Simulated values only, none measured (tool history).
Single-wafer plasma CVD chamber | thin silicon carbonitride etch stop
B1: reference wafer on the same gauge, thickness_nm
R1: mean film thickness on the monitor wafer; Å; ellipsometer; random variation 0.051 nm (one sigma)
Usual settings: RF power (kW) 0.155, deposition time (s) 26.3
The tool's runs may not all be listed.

run 1 hour=0 | RF_power_(kW)=0.18 deposition_time_(s)=26.3 | B1=13.123 | R1=150.87
run 2 hour=55.9 | RF_power_(kW)=0.155 deposition_time_(s)=26.3 | B1=13.104 | R1=145.86
run 3 hour=99.8 | RF_power_(kW)=0.155 deposition_time_(s)=26.3 | B1=13.114 | R1=146.58
run 4 hour=138.2 | RF_power_(kW)=0.135 deposition_time_(s)=26.3 | B1=13.099 | R1=140.43
run 5 hour=164.4 | RF_power_(kW)=0.135 deposition_time_(s)=26.3 | B1=13.112 | R1=139.3
run 6 hour=193.5 | RF_power_(kW)=0.135 deposition_time_(s)=26.3 | B1=13.089 | R1=139.94
run 7 hour=227.5 | RF_power_(kW)=0.14 deposition_time_(s)=29.4 | B1=13.096 | R1=158.13
run 8 hour=284.6 | RF_power_(kW)=0.14 deposition_time_(s)=29.4 | B1=13.117 | R1=157.3
run 9 hour=335.2 | RF_power_(kW)=0.155 deposition_time_(s)=26.3 | B1=13.083 | R1=144.5
run 10 hour=370.1 | RF_power_(kW)=0.155 deposition_time_(s)=26.3 | B1=13.095 | R1=144.15
run 11 hour=399.1 | RF_power_(kW)=0.155 deposition_time_(s)=26.3 | B1=13.109 | R1=144.28
run 12 hour=456.2 | RF_power_(kW)=0.155 deposition_time_(s)=22.4 | B1=13.075 | R1=121.93
-- hour=495 RF generator calibrated
run 13 hour=509.1 | RF_power_(kW)=0.155 deposition_time_(s)=22.4 | B1=13.092 | R1=121.75
run 14 hour=533.7 | RF_power_(kW)=0.17 deposition_time_(s)=30.2 | B1=13.093 | R1=168.88
run 15 hour=583.6 | RF_power_(kW)=0.155 deposition_time_(s)=26.3 | B1=13.113 | R1=142.45
run 16 hour=619 | RF_power_(kW)=0.155 deposition_time_(s)=23.2 | B1=13.111 | R1=125.8
run 17 hour=676.2 | RF_power_(kW)=0.155 deposition_time_(s)=26.3 | B1=13.098 | R1=142.63
run 18 hour=720.6 | RF_power_(kW)=0.155 deposition_time_(s)=26.3 | B1=13.112 | R1=142.55
run 19 hour=777.3 | RF_power_(kW)=0.18 deposition_time_(s)=22.7 | B1=13.099 | R1=127.64
-- hour=801.3 RF generator calibrated, repeated, since the last time left the tool worse
-- hour=906.7 showerhead replaced
run 20 hour=923.9 | RF_power_(kW)=0.155 deposition_time_(s)=24.4 | B1=13.103 | R1=134.85
run 21 hour=987.8 | RF_power_(kW)=0.145 deposition_time_(s)=26.3 | B1=13.098 | R1=142.82
run 22 hour=1053.6 | RF_power_(kW)=0.18 deposition_time_(s)=22.8 | B1=13.121 | R1=132.29
run 23 hour=1091.2 | RF_power_(kW)=0.125 deposition_time_(s)=26.3 | B1=13.102 | R1=138.52
-- hour=1097.1 gauge calibrated
run 24 hour=1156.9 | RF_power_(kW)=0.13 deposition_time_(s)=21.2 | B1=13.101 | R1=112.13
-- hour=1184.1 thermocouple changed; heater temperature recalibrated
run 25 hour=1206.7 | RF_power_(kW)=0.13 deposition_time_(s)=30.1 | B1=13.097 | R1=158.9
run 26 hour=1231.1 | RF_power_(kW)=0.125 deposition_time_(s)=21.6 | B1=13.097 | R1=113.34
run 27 hour=1270.9 | RF_power_(kW)=0.155 deposition_time_(s)=29.3 | B1=13.089 | R1=161.35
run 28 hour=1302 | RF_power_(kW)=0.165 deposition_time_(s)=22.1 | B1=13.114 | R1=124.94
run 29 hour=1360.9 | RF_power_(kW)=0.17 deposition_time_(s)=31.1 | B1=13.094 | R1=175.52
run 30 hour=1410.9 | RF_power_(kW)=0.155 deposition_time_(s)=26.3 | B1=13.089 | R1=144.5
run 31 hour=1451.2 | RF_power_(kW)=0.155 deposition_time_(s)=26.3 | B1=13.085 | R1=145.31
run 32 hour=1502.8 | RF_power_(kW)=0.125 deposition_time_(s)=28.5 | B1=13.108 | R1=148
run 33 hour=1548.5 | RF_power_(kW)=0.155 deposition_time_(s)=27.7 | B1=13.109 | R1=151.78
-- hour=1578.2 RF generator calibrated
run 34 hour=1578.7 | RF_power_(kW)=0.13 deposition_time_(s)=28.2 | B1=13.1 | R1=149.7
run 35 hour=1620.5 | RF_power_(kW)=0.165 deposition_time_(s)=23 | B1=13.116 | R1=130.14
run 36 hour=1647.3 | RF_power_(kW)=0.155 deposition_time_(s)=26.3 | B1=13.103 | R1=146.88

Some steps in R1 between neighbouring runs. How much of each would the tool show without its hidden state too (settings, what came in, random variation), and how much is left for the hidden state, with any gauge scatter that isn't in both results?
The hidden state here: wafer temperature above the value expected at the setpoint (K); delivered RF power above the setpoint (%); gauge reads high (%).
Run 13 -> 14: RF power (kW) 0.155 -> 0.17, deposition time (s) 22.4 -> 30.2. R1 +47.13 Å: hidden state -1.25, all else +48.38.
Run 19 -> 20: RF power (kW) 0.18 -> 0.155, deposition time (s) 22.7 -> 24.4, RF generator calibrated, repeated, since the last time left the tool worse, showerhead replaced. R1 +7.21 Å: hidden state +3.38, all else +3.83.
Run 26 -> 27: RF power (kW) 0.125 -> 0.155, deposition time (s) 21.6 -> 29.3. R1 +48.01 Å: hidden state -0.35, all else +48.36.
Run 28 -> 29: RF power (kW) 0.165 -> 0.17, deposition time (s) 22.1 -> 31.1. R1 +50.58 Å: hidden state -0.53, all else +51.11.
Run 33 -> 34: RF power (kW) 0.155 -> 0.13, deposition time (s) 27.7 -> 28.2, RF generator calibrated. R1 -2.08 Å: hidden state +1.83, all else -3.91.
